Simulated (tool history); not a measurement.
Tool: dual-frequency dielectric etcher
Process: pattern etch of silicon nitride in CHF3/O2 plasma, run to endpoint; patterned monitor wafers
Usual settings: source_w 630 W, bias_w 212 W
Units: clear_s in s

run	day	source_w	bias_w	wafers since the last listed run	hours since the last wet clean	hours since the last source power generator calibration	hours since the last bias power generator calibration	hours since the last upper electrode change	incoming incoming film thickness, nm	clear_s
1	0.000	630	239	0	141.8	2124.6	57.1	2105.7	90.6	52.8
2	3.738	630	239	1568	231.5	2214.3	146.8	2195.4	90.0	52.8
3	5.458	740	212	722	272.8	2255.6	188.1	2236.7	90.1	52.8
4	7.100	740	212	689	312.2	2295.0	227.5	2276.1	90.5	53.7
5	9.112	630	212	844	360.5	2343.3	275.8	2324.4	90.3	56.0
# day 12.979: wet clean of the chamber
6	17.867	630	212	3255	117.3	2553.4	485.9	2534.5	90.8	55.7
7	19.904	630	212	855	166.2	2602.3	534.8	2583.4	90.6	55.9
8	22.175	630	212	953	220.7	2656.8	589.3	2637.9	91.3	56.3
9	26.250	630	212	1710	318.5	2754.6	687.1	2735.7	90.7	56.2
10	29.762	630	212	1474	402.8	2838.9	771.4	2820.0	91.0	56.8
11	32.754	630	212	1255	474.6	2910.7	843.2	2891.8	91.0	57.1
# day 34.983: wet clean of the chamber
12	35.662	630	212	801	16.3	2980.5	913.0	2961.6	90.9	58.4
13	37.346	630	245	706	56.7	3020.9	953.4	3002.0	90.5	54.8
14	40.975	630	245	1523	143.8	3108.0	1040.5	3089.1	90.8	54.9
15	44.096	630	233	1310	218.7	3182.9	1115.4	3164.0	90.5	56.6
16	46.162	630	212	867	268.3	3232.5	1165.0	3213.6	90.8	59.2
17	47.833	480	262	701	308.4	3272.6	1205.1	3253.7	91.0	57.9
# day 50.471: upper electrode replaced
# day 50.692: wet clean of the chamber, repeated, since the last time left the tool worse
18	51.967	630	212	1222	30.6	3371.8	1304.3	35.9	90.9	55.7
# day 55.033: bias power generator calibrated
19	55.054	510	212	1226	104.7	3445.9	0.5	110.0	91.5	59.7
20	58.096	550	212	1276	177.7	3518.9	73.5	183.0	90.2	57.6
21	62.525	630	239	1859	284.0	3625.2	179.8	289.3	90.6	53.4
# day 70.771: wet clean of the chamber
22	75.317	630	212	4950	109.1	3932.2	486.8	596.3	90.7	55.8
23	78.979	510	172	1537	197.0	4020.1	574.7	684.2	89.8	64.3
24	81.317	560	178	981	253.1	4076.2	630.8	740.3	89.5	62.4
# day 84.138: source power generator calibrated
25	86.496	780	212	2104	377.4	56.6	755.1	864.6	90.6	53.4
26	88.417	630	212	806	423.5	102.7	801.2	910.7	90.1	56.1
# day 90.021: wet clean of the chamber
27	91.817	550	261	1007	43.1	184.3	882.8	992.3	90.9	52.6
28	94.188	770	235	995	100.0	241.2	939.7	1049.2	89.6	49.7
29	95.821	780	253	685	139.2	280.4	978.9	1088.4	90.8	49.1
30	98.546	490	161	1143	204.6	345.8	1044.3	1153.8	91.1	67.9
31	101.612	580	230	1287	278.2	419.4	1117.9	1227.4	89.8	54.6
32	105.567	730	257	1659	373.1	514.3	1212.8	1322.3	91.9	50.4

Forecast each of these 5 alternatives for the next run:
A	105.583	680	212	6	373.5	514.7	1213.2	1322.7	90.3	?
B	105.583	730	197	6	373.5	514.7	1213.2	1322.7	90.3	?
C	105.583	760	171	6	373.5	514.7	1213.2	1322.7	90.3	?
D	105.583	680	245	6	373.5	514.7	1213.2	1322.7	90.3	?
E	105.583	470	161	6	373.5	514.7	1213.2	1322.7	90.3	?

run	clear_s
A	55.3
B	55.9
C	58.6
D	52.1
E	69.0
Without the tool's hidden state the same runs would have given:
run	clear_s
A	54.3
B	54.8
C	57.4
D	51.1
E	67.6
